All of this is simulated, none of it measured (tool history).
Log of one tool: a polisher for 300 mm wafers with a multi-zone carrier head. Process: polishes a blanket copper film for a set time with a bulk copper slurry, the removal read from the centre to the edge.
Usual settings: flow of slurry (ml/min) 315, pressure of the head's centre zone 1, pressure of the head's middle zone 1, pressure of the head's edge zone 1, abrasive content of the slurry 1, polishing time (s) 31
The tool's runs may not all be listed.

run	hour	flow of slurry (ml/min)	pressure of the head's centre zone	pressure of the head's middle zone	pressure of the head's edge zone	abrasive content of the slurry	polishing time (s)	incoming thickness of the incoming film, nm	film removed at the wafer's centre (Å)	film removed at mid-radius (Å)	film removed at the wafer's edge (Å)
1	0	315	0.96	1	1	0.85	31	2592.3	2176	2187	2304
2	51.3	315	1	1	1	1	31	2554.8	2400	2257	2381
# hour 74: worn pad replaced by a new one
3	158.9	255	1	1.04	1	0.9	26	2610.1	1982	1935	2008
# hour 223.6: carrier head's membrane replaced by a new one
# hour 266.1: centre zone pressure recalibrated
4	266.6	315	1	1	1	1	31	2630.2	2469	2384	2422
5	362.9	315	1	1	0.94	1	23	2626.2	1845	1754	1745
# hour 386.8: slurry nozzle cleaned
6	463.2	315	1	0.96	1	1	31	2582.2	2443	2345	2441
7	540.1	315	1	1	1	1.25	31	2571.1	2591	2513	2612
8	601.4	315	1	1.07	1	1	31	2558.3	2419	2405	2380
9	705.2	315	1	1	1	1	31	2539.6	2344	2293	2438
# hour 775.8: worn pad replaced by a new one, of another model than before
10	777	315	1	1	1	0.9	34	2541.3	2614	2495	2673
# hour 911.6: edge zone pressure recalibrated
11	923.3	265	0.91	1	0.94	1	25	2559.7	1818	1866	1927
12	1024.2	315	1	1	0.95	0.85	23	2568	1762	1664	1682
13	1119.7	390	1.07	1	0.91	1	31	2582.3	2637	2381	2436
# hour 1184.5: carrier head's membrane replaced by a new one
# hour 1191.6: slurry nozzle cleaned
14	1270	280	1	1	1	1	31	2601	2378	2308	2422
15	1361.5	315	1	1	1	1	38	2577.1	2886	2775	2983
16	1406.8	315	1	1.05	1.11	1	31	2566	2375	2352	2438
17	1483.2	315	1.04	1	0.95	1	31	2581.7	2430	2252	2247
# hour 1491.3: worn pad replaced by a new one
18	1580.4	315	1.04	1	1	1	27	2565.9	2271	2084	2237
19	1754.5	315	1	1	1	1	31	2590.7	2457	2310	2498
20	1800.7	315	1	1.05	1.04	1	24	2551.7	1950	1875	1962
# hour 1855.4: centre zone pressure recalibrated
# hour 1859.3: slurry nozzle cleaned
21	1951.4	315	1	1	1	1	31	2590.7	2405	2374	2436

Measured less the same run without the tool's hidden state. The same run-to-run variation is in both; the gauge's scatter may not be:
The hidden state here: removal rate lost through wear of the pad, %; slurry flow missing at the pad, %; deviation of the centre zone's pressure from its setpoint, %; deviation of the edge zone's pressure from its setpoint, %.
run	film removed at the wafer's centre (Å)	film removed at mid-radius (Å)	film removed at the wafer's edge (Å)
1	-104	-104	-109
2	-134	-127	-134
3	-8	-8	-7
4	-18	-18	-19
5	-25	-24	-24
6	-54	-52	-54
7	-80	-77	-80
8	-94	-93	-93
9	-129	-126	-135
10	-13	-14	-14
11	-14	-15	-15
12	-23	-22	-22
13	-53	-48	-49
14	-88	-85	-90
15	-145	-140	-150
16	-138	-136	-141
17	-176	-163	-162
18	-4	-4	-4
19	-23	-22	-23
20	-25	-23	-25
21	-66	-66	-68
